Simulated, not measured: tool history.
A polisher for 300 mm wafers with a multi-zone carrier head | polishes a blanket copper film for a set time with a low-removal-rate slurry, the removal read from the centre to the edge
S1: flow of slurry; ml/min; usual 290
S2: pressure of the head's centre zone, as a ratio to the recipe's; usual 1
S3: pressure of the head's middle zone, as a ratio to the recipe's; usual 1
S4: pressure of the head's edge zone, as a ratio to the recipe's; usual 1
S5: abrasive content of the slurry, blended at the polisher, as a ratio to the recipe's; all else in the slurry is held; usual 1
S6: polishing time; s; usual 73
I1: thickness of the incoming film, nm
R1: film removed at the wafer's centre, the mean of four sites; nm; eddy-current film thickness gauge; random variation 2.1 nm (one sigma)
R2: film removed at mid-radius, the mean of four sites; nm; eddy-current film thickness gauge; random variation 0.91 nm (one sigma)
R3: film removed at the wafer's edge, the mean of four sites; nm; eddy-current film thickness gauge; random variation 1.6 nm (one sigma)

run	day	S1	S2	S3	S4	S5	S6	I1	R1	R2	R3
1	0	215	1	1	1	0.85	73	1193.5	131.6	134.7	134.8
2	0.708	290	1	1	1	1	73	1220.9	146	148.5	149.6
3	1.45	320	1	0.91	1.04	1	63	1225.9	129.6	120.5	129
4	2.433	290	1	1	1	1	64	1210.6	126.5	132.7	130.5
5	3.767	245	1.03	1	1	1	73	1205	144.9	146.3	145.1
6	4.317	290	1	1	1.07	1	73	1196.4	143.2	149.4	153.5
7	5.55	290	1	1	0.95	1	73	1201.8	149.5	148.4	144.5
8	6.838	290	0.97	1	1	1	73	1222.4	142.8	151.6	148.1
9	7.8	385	1	1	1	0.7	73	1220.1	135.5	133.7	132.6
10	9.104	385	1	1	1	0.7	73	1220	131.5	135	133.8
11	9.829	290	1	1	1	1.15	73	1216.5	151.3	156.6	157.2
12	10.908	290	1	0.96	1.05	1	60	1231.9	122	119.3	122.3
13	11.879	375	1	1.04	1	1	94	1198.5	188.7	206.4	194.1
14	12.608	200	1	1.04	0.93	1	73	1223.7	139.2	147.7	138.1
15	13.471	290	1.05	1	1	1	73	1215.1	154.3	147	147.6
16	14.462	290	1	1	1	1	73	1235.4	142.1	151.1	148.9
17	15.012	290	1	1	1	1	73	1216	148.4	149.1	148.4
18	15.558	365	1	0.92	1	1.15	61	1225	130.7	124.5	132.5
19	16.567	370	1.04	1	1.06	1.2	73	1219.6	170.6	161.6	165.1
20	17.142	355	1	1	1	1	55	1208.8	113.5	115.3	114.7
21	18.129	215	1	0.95	0.91	1.3	73	1216.4	149.6	150.6	150.3
22	19.388	290	1	1	1	1	73	1215.7	146.2	149.9	148.4
23	20.062	240	0.92	1	1	1.15	94	1198.1	179.6	195.7	198.5

Not shown: 5 entries that the log had between the listed runs. Between which runs, and how does the tool's hidden state differ before and after?
Between runs 3 and 4: edge zone pressure recalibrated (day 2.304)
  no hidden state differs between the two runs
Between runs 6 and 7: worn pad replaced by a new one (day 5.392)
  no hidden state differs between the two runs
Between runs 7 and 8: centre zone pressure recalibrated (day 6.071)
  no hidden state differs between the two runs
Between runs 11 and 12: slurry nozzle cleaned (day 9.988)
  no hidden state differs between the two runs
Between runs 17 and 18: worn pad replaced by a new one (day 15.35)
  no hidden state differs between the two runs
